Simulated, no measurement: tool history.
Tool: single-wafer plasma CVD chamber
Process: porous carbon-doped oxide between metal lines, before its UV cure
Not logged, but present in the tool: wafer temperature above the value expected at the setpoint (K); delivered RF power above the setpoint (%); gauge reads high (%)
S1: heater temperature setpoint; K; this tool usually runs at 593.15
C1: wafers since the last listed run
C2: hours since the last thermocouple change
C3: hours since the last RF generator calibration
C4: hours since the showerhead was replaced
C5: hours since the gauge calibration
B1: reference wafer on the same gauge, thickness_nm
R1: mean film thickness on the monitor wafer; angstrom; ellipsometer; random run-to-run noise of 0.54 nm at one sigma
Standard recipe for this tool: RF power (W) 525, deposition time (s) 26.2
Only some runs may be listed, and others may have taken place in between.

Run 1, hour 0: usual settings but deposition time (s) 24.3; C1 0; C2 972.7; C3 1523.7; C4 5778; C5 347.5; B1 116.107. Result: R1 1195.92 angstrom.
At hour 22.2: gauge calibrated.
Run 2, hour 58.3: usual settings but deposition time (s) 24.3; C1 1036; C2 1031; C3 1582; C4 5836.3; C5 36.1; B1 116.021. Result: R1 1203.82 angstrom.
Run 3, hour 110.1: usual settings but deposition time (s) 24.3; C1 920; C2 1082.8; C3 1633.8; C4 5888.1; C5 87.9; B1 116.061. Result: R1 1198.93 angstrom.
Run 4, hour 164.5: usual settings; C1 966; C2 1137.2; C3 1688.2; C4 5942.5; C5 142.3; B1 116.006. Result: R1 1291.15 angstrom.
Run 5, hour 190.1: usual settings; C1 455; C2 1162.8; C3 1713.8; C4 5968.1; C5 167.9; B1 116.02. Result: R1 1287.28 angstrom.
Run 6, hour 216.8: usual settings; C1 474; C2 1189.5; C3 1740.5; C4 5994.8; C5 194.6; B1 116.04. Result: R1 1281.21 angstrom.
At hour 232.6: thermocouple changed; heater temperature recalibrated.
Run 7, hour 242.2: usual settings but deposition time (s) 28.1; C1 309; C2 9.6; C3 1765.9; C4 6020.2; C5 220; B1 116.077. Result: R1 1369.57 angstrom.
At hour 268.7: RF generator calibrated.
Run 8, hour 308.1: usual settings but deposition time (s) 28.1; C1 1029; C2 75.5; C3 39.4; C4 6086.1; C5 285.9; B1 116.183. Result: R1 1428.84 angstrom.
Run 9, hour 365.1: usual settings but deposition time (s) 28.1; C1 1013; C2 132.5; C3 96.4; C4 6143.1; C5 342.9; B1 116.103. Result: R1 1433.64 angstrom.
Run 10, hour 390.2: usual settings but S1 599.15 K, RF power (W) 430, deposition time (s) 30.7; C1 446; C2 157.6; C3 121.5; C4 6168.2; C5 368; B1 116.044. Result: R1 1363.93 angstrom.
Run 11, hour 435: usual settings but S1 581.15 K, RF power (W) 595, deposition time (s) 30.6; C1 796; C2 202.4; C3 166.3; C4 6213; C5 412.8; B1 115.975. Result: R1 1771.92 angstrom.
At hour 443.3: gauge calibrated.
At hour 483.6: showerhead replaced, of another model than before.
Run 12, hour 504: usual settings but S1 581.15 K, RF power (W) 595, deposition time (s) 30.6; C1 1084; C2 271.4; C3 235.3; C4 20.4; C5 60.7; B1 116.006. Result: R1 1805.38 angstrom.
Run 13, hour 568.1: usual settings but S1 587.15 K, RF power (W) 445, deposition time (s) 28.4; C1 1139; C2 335.5; C3 299.4; C4 84.5; C5 124.8; B1 116.041. Result: R1 1305.54 angstrom.
Run 14, hour 601.9: usual settings but RF power (W) 630, deposition time (s) 22.1; C1 600; C2 369.3; C3 333.2; C4 118.3; C5 158.6; B1 116.013. Result: R1 1277.43 angstrom.
Run 15, hour 651.8: usual settings but S1 606.15 K, RF power (W) 595, deposition time (s) 28.2; C1 886; C2 419.2; C3 383.1; C4 168.2; C5 208.5; B1 116.164. Result: R1 1448.73 angstrom.

Predict the results of run 16:
Run 16, hour 705.2: usual settings but S1 581.15 K, RF power (W) 610, deposition time (s) 28.9; C1 949; C2 472.6; C3 436.5; C4 221.6; C5 261.9; B1 ?. Result: R1 ?.

B1: 115.934
R1: 1721.21 angstrom
Were there no unlogged condition in the tool, this run, its random variation unchanged, would have produced R1 1756.69 angstrom.

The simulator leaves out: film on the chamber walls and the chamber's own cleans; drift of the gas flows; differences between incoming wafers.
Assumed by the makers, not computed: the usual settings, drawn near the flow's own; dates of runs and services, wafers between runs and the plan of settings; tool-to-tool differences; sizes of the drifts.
